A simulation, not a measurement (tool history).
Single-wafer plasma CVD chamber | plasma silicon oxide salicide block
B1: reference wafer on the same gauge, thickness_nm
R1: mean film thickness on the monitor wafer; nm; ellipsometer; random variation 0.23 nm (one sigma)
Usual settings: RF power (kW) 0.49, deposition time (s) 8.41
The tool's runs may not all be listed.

{"run": 1, "hour": 0.0, "RF power (kW)": 0.45, "deposition time (s)": 9.67, "B1": 64.3, "R1": 83.979}
{"run": 2, "hour": 34.3, "RF power (kW)": 0.49, "deposition time (s)": 8.41, "B1": 64.35, "R1": 75.636}
{"run": 3, "hour": 99.4, "RF power (kW)": 0.415, "deposition time (s)": 8.87, "B1": 64.329, "R1": 73.49}
{"run": 4, "hour": 161.2, "RF power (kW)": 0.49, "deposition time (s)": 8.41, "B1": 64.284, "R1": 75.582}
{"run": 5, "hour": 272.8, "RF power (kW)": 0.49, "deposition time (s)": 8.41, "B1": 64.257, "R1": 75.313}
{"hour": 283.8, "done": "RF generator calibrated"}
{"run": 6, "hour": 308.4, "RF power (kW)": 0.49, "deposition time (s)": 8.41, "B1": 64.211, "R1": 78.183}
{"run": 7, "hour": 341.7, "RF power (kW)": 0.49, "deposition time (s)": 8.41, "B1": 64.3, "R1": 78.153}
{"hour": 393.6, "done": "gauge calibrated"}
{"run": 8, "hour": 400.4, "RF power (kW)": 0.49, "deposition time (s)": 8.41, "B1": 64.21, "R1": 78.325}
{"run": 9, "hour": 455.0, "RF power (kW)": 0.53, "deposition time (s)": 6.86, "B1": 64.307, "R1": 65.865}
{"run": 10, "hour": 500.6, "RF power (kW)": 0.49, "deposition time (s)": 8.41, "B1": 64.289, "R1": 77.719}
{"run": 11, "hour": 525.2, "RF power (kW)": 0.49, "deposition time (s)": 9.9, "B1": 64.332, "R1": 91.905}
{"run": 12, "hour": 558.6, "RF power (kW)": 0.41, "deposition time (s)": 7.86, "B1": 64.372, "R1": 66.98}
{"hour": 587.9, "done": "showerhead replaced, of another model than before"}
{"run": 13, "hour": 588.8, "RF power (kW)": 0.525, "deposition time (s)": 7.54, "B1": 64.355, "R1": 72.893}
{"run": 14, "hour": 641.6, "RF power (kW)": 0.49, "deposition time (s)": 8.41, "B1": 64.325, "R1": 77.133}
{"run": 15, "hour": 679.8, "RF power (kW)": 0.46, "deposition time (s)": 9.54, "B1": 64.384, "R1": 83.997}
{"run": 16, "hour": 742.2, "RF power (kW)": 0.49, "deposition time (s)": 7.5, "B1": 64.369, "R1": 68.748}
{"run": 17, "hour": 792.2, "RF power (kW)": 0.49, "deposition time (s)": 8.41, "B1": 64.277, "R1": 77.257}

Some steps in R1 between neighbouring runs. How much of each would the tool show without its hidden state too (settings, what came in, random variation), and how much is left for the hidden state, with any gauge scatter that isn't in both results?
The hidden state here: delivered RF power above the setpoint (%); gauge reads high (%).
Run 5 -> 6: RF generator calibrated. R1 +2.87 nm: hidden state +2.853, all else +0.017.
Run 11 -> 12: RF power (kW) 0.49 -> 0.41, deposition time (s) 9.9 -> 7.86. R1 -24.925 nm: hidden state +0.125, all else -25.05.

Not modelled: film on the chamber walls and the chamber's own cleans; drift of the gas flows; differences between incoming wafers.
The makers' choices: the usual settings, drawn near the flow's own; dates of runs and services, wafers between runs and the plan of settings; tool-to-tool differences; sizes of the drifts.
